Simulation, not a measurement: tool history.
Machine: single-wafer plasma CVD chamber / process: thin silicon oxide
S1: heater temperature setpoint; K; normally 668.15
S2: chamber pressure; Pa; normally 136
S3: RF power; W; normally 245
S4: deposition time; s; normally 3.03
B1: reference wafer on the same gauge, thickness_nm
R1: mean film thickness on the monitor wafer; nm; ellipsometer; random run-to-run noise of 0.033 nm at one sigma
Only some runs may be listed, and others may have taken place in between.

run,hour,S1,S2,S3,S4,B1,R1
1,0,668.15,117,245,3.03,5.626,5.338
2,59.2,668.15,136,245,3.28,5.627,6.95
3,114.8,668.15,136,245,3.03,5.627,6.446
4,187.2,668.15,136,245,3.03,5.626,6.464
5,239,668.15,136,245,3.03,5.629,6.437
6,278.1,668.15,136,245,3.03,5.627,6.445
7,316.8,668.15,136,270,2.46,5.626,5.452
8,365.2,681.15,149,245,3.03,5.64,6.985
9,425.7,668.15,136,220,3.6,5.624,7.124
10,498.4,668.15,136,245,3.03,5.621,6.43
11,561.3,668.15,136,245,3.03,5.634,6.47
12,657,677.15,136,215,3.52,5.637,6.982
13,703.1,676.15,136,245,3.03,5.633,6.394
14,810,654.15,161,245,3.3,5.63,8.155
15,857,668.15,136,245,3.42,5.621,7.272
16,910.5,679.15,136,245,2.51,5.639,5.288
17,954.4,668.15,136,245,3.03,5.636,6.382
# hour 1028.6: capacitance manometer re-zeroed and calibrated
18,1039.7,673.15,136,245,3.03,5.63,6.372
# hour 1076.8: RF generator calibrated
# hour 1125.7: showerhead replaced
# hour 1142.4: thermocouple changed; heater temperature recalibrated
19,1142.9,668.15,145,265,3.03,5.634,7.194
20,1240,675.15,148,285,3.51,5.628,8.663
21,1281.4,668.15,136,245,3.03,5.636,6.382
22,1331.9,668.15,136,230,3.23,5.636,6.619
23,1407.4,668.15,136,245,3.03,5.629,6.453
24,1485.9,668.15,136,270,3.03,5.631,6.726
25,1566.6,668.15,136,245,3.03,5.629,6.425
26,1634.7,668.15,136,245,3.03,5.629,6.376
27,1735.5,658.15,147,290,2.64,5.629,6.567
28,1801.1,668.15,136,245,2.63,5.633,5.623

Forecast run 29:
# hour 1903.5: capacitance manometer re-zeroed and calibrated
29,1908.9,663.15,136,245,3.03,?,?

{"run 29": {"B1": 5.634, "R1": 6.436}}
On a tool with no hidden condition, and with the same random variation, this run would have come out at R1 6.436 nm.
